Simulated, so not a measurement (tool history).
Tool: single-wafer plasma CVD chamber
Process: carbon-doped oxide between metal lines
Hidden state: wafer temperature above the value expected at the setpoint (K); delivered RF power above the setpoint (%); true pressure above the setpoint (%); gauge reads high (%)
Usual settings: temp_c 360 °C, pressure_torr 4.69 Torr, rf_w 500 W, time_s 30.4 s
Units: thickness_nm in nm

run,hour,temp_c,pressure_torr,rf_w,time_s,wafers since the last listed run,hours since the last thermocouple change,hours since the last RF generator calibration,hours since the last manometer calibration,hours since the showerhead was replaced,hours since the gauge calibration,"read-back reference wafer on the same gauge, thickness_nm",thickness_nm
1,0.0,360,4.69,500,33.2,0,1311.9,319.0,338.3,2902.5,222.9,117.915,157.994
2,42.8,360,4.69,500,33.2,1063,1354.7,361.8,381.1,2945.3,265.7,117.914,157.751
3,132.5,360,4.69,500,33.2,2228,1444.4,451.5,470.8,3035.0,355.4,117.941,157.408
4,174.2,360,3.91,500,30.4,1036,1486.1,493.2,512.5,3076.7,397.1,118.100,139.001
5,221.5,360,4.69,500,30.4,1175,1533.4,540.5,559.8,3124.0,444.4,117.977,143.228
6,258.8,360,4.69,500,25.2,926,1570.7,577.8,597.1,3161.3,481.7,118.015,118.956
7,360.3,364,4.69,500,25.2,2521,1672.2,679.3,698.6,3262.8,583.2,118.035,116.239
8,431.8,360,5.01,585,25.3,1776,1743.7,750.8,770.1,3334.3,654.7,118.000,131.359
# hour 448.2: thermocouple changed; heater temperature recalibrated
9,529.7,374,4.69,500,30.4,2233,81.5,848.7,868.0,3432.2,752.6,117.904,137.422
10,599.0,360,4.69,500,28.5,1721,150.8,918.0,937.3,3501.5,821.9,117.903,132.038
11,636.7,368,3.93,430,32.5,936,188.5,955.7,975.0,3539.2,859.6,118.026,130.525
12,702.7,360,4.69,500,28.5,1639,254.5,1021.7,1041.0,3605.2,925.6,117.914,131.651
# hour 791.5: RF generator calibrated
13,809.4,360,4.98,500,30.4,2452,361.2,17.9,1147.7,3711.9,1032.3,117.989,148.597
# hour 850.8: capacitance manometer re-zeroed and calibrated
14,908.2,355,4.25,500,32.3,2256,460.0,116.7,57.4,3810.7,1131.1,117.940,153.979
15,999.3,369,4.69,500,30.4,2263,551.1,207.8,148.5,3901.8,1222.2,117.994,142.498
# hour 1256.6: showerhead replaced
16,1271.5,370,4.69,500,33.7,6564,823.3,480.0,420.7,14.9,1494.4,117.941,153.161
17,1372.5,360,4.69,500,27.5,2509,924.3,581.0,521.7,115.9,1595.4,117.979,128.145
18,1471.9,360,4.69,540,36.4,2469,1023.7,680.4,621.1,215.3,1694.8,118.036,179.047
19,1529.1,360,5.49,500,24.8,1421,1080.9,737.6,678.3,272.5,1752.0,118.066,119.361
20,1636.7,360,3.98,500,30.4,2673,1188.5,845.2,785.9,380.1,1859.6,118.098,138.896
21,1727.6,349,3.82,440,35.1,2258,1279.4,936.1,876.8,471.0,1950.5,117.905,148.291
22,1797.0,360,3.68,500,30.4,1724,1348.8,1005.5,946.2,540.4,2019.9,117.967,134.548
23,1891.8,360,4.69,500,26.5,2355,1443.6,1100.3,1041.0,635.2,2114.7,118.072,122.823
# hour 1925.0: capacitance manometer re-zeroed and calibrated
24,1953.5,355,4.69,590,30.4,1334,1505.3,1162.0,28.5,696.9,2176.4,118.059,155.473
25,2015.4,360,4.69,580,26.6,1538,1567.2,1223.9,90.4,758.8,2238.3,117.985,132.883
# hour 2065.6: RF generator calibrated
26,2090.9,360,4.69,500,30.4,1677,1642.7,25.3,165.9,834.3,2313.8,118.121,145.570
27,2142.9,360,4.69,500,28.5,1292,1694.7,77.3,217.9,886.3,2365.8,117.923,136.526

5 ways to go on from here, each from the tool as it stands after run 27. What would each give?
A,2143.3,360,4.69,500,30.4,9,1695.1,77.7,218.3,886.7,2366.2,?,?
B,2143.3,367,4.69,595,30.4,9,1695.1,77.7,218.3,886.7,2366.2,?,?
C,2143.3,360,4.69,500,32.2,9,1695.1,77.7,218.3,886.7,2366.2,?,?
D,2143.3,369,4.69,570,30.4,9,1695.1,77.7,218.3,886.7,2366.2,?,?
E,2143.3,354,5.77,590,28.3,9,1695.1,77.7,218.3,886.7,2366.2,?,?

run,"read-back reference wafer on the same gauge, thickness_nm",thickness_nm
A,118.057,146.126
B,118.057,158.334
C,118.057,154.650
D,118.057,153.703
E,118.057,157.304
Without the tool's hidden state the same runs would have given:
run,thickness_nm
A,147.060
B,159.300
C,155.638
D,154.640
E,158.263

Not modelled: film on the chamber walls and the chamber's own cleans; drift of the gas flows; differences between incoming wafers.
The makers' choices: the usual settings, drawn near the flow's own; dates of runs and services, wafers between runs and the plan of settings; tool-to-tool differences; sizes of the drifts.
